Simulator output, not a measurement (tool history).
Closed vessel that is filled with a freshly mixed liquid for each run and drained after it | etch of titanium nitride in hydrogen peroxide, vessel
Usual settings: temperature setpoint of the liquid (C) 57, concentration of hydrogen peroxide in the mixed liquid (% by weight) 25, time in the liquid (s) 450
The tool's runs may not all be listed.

run,hour,temperature setpoint of the liquid (C),concentration of hydrogen peroxide in the mixed liquid (% by weight),time in the liquid (s),"read-back film thickness of the titanium nitride reference wafer, read on the same gauge (nm)",thickness taken off the titanium nitride on a monitor wafer (nm)
1,0,57,29,450,70,41.46
2,37.7,57,25,515,70.01,45.64
3,108.6,57,25,515,70.02,44.5
4,178.8,57,25,515,69.99,44.51
5,267.4,52.5,25,610,69.99,37.54
# hour 283.7: thermometer replaced
6,301.9,57,25,245,70.03,22.73
7,340.8,57,25,395,69.98,37.28
8,397.3,57,25,395,70.01,36.67
9,469.2,57,25,395,69.97,36.01
# hour 504.5: gauge calibrated
10,523.3,57,25,450,69.99,40.92
11,563,57,25,450,69.99,39.69
12,634.9,63,30,450,69.99,62.62
# hour 665.3: peroxide flow meter replaced
13,719.9,52.5,25,300,69.97,19.03
14,762.9,54,22,450,69.98,30.27
15,788.2,49,20.5,320,69.98,14.95
16,826,57,20.5,675,70.01,55.63
17,860.8,57,25,515,69.98,43.77
18,997.5,49.5,25,450,70.03,21.38
# hour 1033.9: new drum of peroxide connected
19,1052.9,50.5,21,450,70,22.16
20,1104,57,25,450,70.02,37.09
21,1134,49.5,25,450,70.02,21.26
# hour 1144.2: thermometer replaced
22,1174.7,57,25,450,69.99,42.86

The next listed run, before its measurement:
23,1235.7,48.5,25,450,?,?

read-back film thickness of the titanium nitride reference wafer, read on the same gauge (nm): 70
thickness taken off the titanium nitride on a monitor wafer (nm): 23.46
Without the tool's hidden state the same run would have given thickness taken off the titanium nitride on a monitor wafer (nm) 23.89.

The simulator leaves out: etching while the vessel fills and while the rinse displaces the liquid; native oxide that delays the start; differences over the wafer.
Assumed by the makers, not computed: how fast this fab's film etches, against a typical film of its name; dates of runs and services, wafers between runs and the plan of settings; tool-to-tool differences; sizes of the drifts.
